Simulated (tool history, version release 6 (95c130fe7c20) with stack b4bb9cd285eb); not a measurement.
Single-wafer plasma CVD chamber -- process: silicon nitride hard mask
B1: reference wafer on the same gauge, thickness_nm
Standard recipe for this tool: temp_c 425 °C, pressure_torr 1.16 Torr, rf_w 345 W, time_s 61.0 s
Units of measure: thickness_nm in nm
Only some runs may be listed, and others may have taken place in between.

Run 1, hour 0.0: usual settings; B1 59.449. Result: thickness_nm 65.364 nm.
Run 2, hour 17.3: usual settings; B1 59.395. Result: thickness_nm 65.559 nm.
Run 3, hour 85.2: usual settings; B1 59.381. Result: thickness_nm 65.205 nm.
Run 4, hour 104.4: usual settings but pressure_torr 1.27 Torr; B1 59.404. Result: thickness_nm 67.241 nm.
Run 5, hour 138.7: usual settings but pressure_torr 1.27 Torr; B1 59.303. Result: thickness_nm 67.090 nm.
Run 6, hour 160.1: usual settings; B1 59.368. Result: thickness_nm 65.445 nm.
Run 7, hour 180.5: usual settings; B1 59.414. Result: thickness_nm 65.121 nm.
Run 8, hour 212.7: usual settings; B1 59.356. Result: thickness_nm 64.709 nm.
Run 9, hour 240.3: usual settings but temp_c 437 °C; B1 59.295. Result: thickness_nm 64.705 nm.
Run 10, hour 254.4: usual settings but temp_c 437 °C; B1 59.358. Result: thickness_nm 64.362 nm.
Run 11, hour 277.7: usual settings but temp_c 437 °C; B1 59.395. Result: thickness_nm 64.611 nm.
Run 12, hour 310.8: usual settings but time_s 64.6 s; B1 59.338. Result: thickness_nm 68.774 nm.
Run 13, hour 335.5: usual settings but pressure_torr 0.95 Torr, time_s 50.2 s; B1 59.405. Result: thickness_nm 49.570 nm.
Run 14, hour 353.8: usual settings but time_s 54.4 s; B1 59.296. Result: thickness_nm 57.816 nm.
Run 15, hour 389.2: usual settings but time_s 52.3 s; B1 59.382. Result: thickness_nm 55.640 nm.
Run 16, hour 423.1: usual settings but time_s 64.6 s; B1 59.384. Result: thickness_nm 68.664 nm.
Run 17, hour 441.7: usual settings but temp_c 414 °C, pressure_torr 1.00 Torr, rf_w 300 W; B1 59.436. Result: thickness_nm 59.848 nm.
Run 18, hour 461.6: usual settings but temp_c 439 °C, pressure_torr 1.09 Torr; B1 59.398. Result: thickness_nm 66.033 nm.
Run 19, hour 487.2: usual settings but time_s 68.8 s; B1 59.427. Result: thickness_nm 76.795 nm.
Run 20, hour 522.2: usual settings; B1 59.460. Result: thickness_nm 68.027 nm.
Run 21, hour 536.2: usual settings but temp_c 430 °C; B1 59.464. Result: thickness_nm 68.189 nm.
Run 22, hour 551.5: usual settings but pressure_torr 1.41 Torr, rf_w 295 W; B1 59.453. Result: thickness_nm 66.316 nm.
Run 23, hour 567.4: usual settings but time_s 72.1 s; B1 59.386. Result: thickness_nm 80.505 nm.
Run 24, hour 599.9: usual settings; B1 59.424. Result: thickness_nm 67.744 nm.
Run 25, hour 621.9: usual settings but pressure_torr 0.93 Torr, rf_w 280 W; B1 59.379. Result: thickness_nm 55.308 nm.

The log once held 5 entries between its listed runs, left out of this copy. Where does each go, and what is different about the tool's unlogged condition between the listed run before it and the listed run after it?
Runs 7 to 8: thermocouple changed; heater temperature recalibrated (hour 209.4)
  delivered RF power above the setpoint (%): -8.23 -> -8.35
  what was measured, less what the result would be without the hidden state, thickness_nm: -3.209 -> -3.239 nm
Runs 8 to 9: showerhead replaced (hour 234.5); capacitance manometer re-zeroed and calibrated (hour 238.6)
  delivered RF power above the setpoint (%): -8.35 -> -8.45
  what was measured, less what the result would be without the hidden state, thickness_nm: -3.239 -> -3.282 nm
Runs 10 to 11: gauge calibrated (hour 259.5)
  delivered RF power above the setpoint (%): -8.5 -> -8.59
  what was measured, less what the result would be without the hidden state, thickness_nm: -3.287 -> -3.335 nm
Runs 16 to 17: RF generator calibrated (hour 441.2)
  delivered RF power above the setpoint (%): -9.13 -> -0.43
  what was measured, less what the result would be without the hidden state, thickness_nm: -3.789 -> -0.149 nm
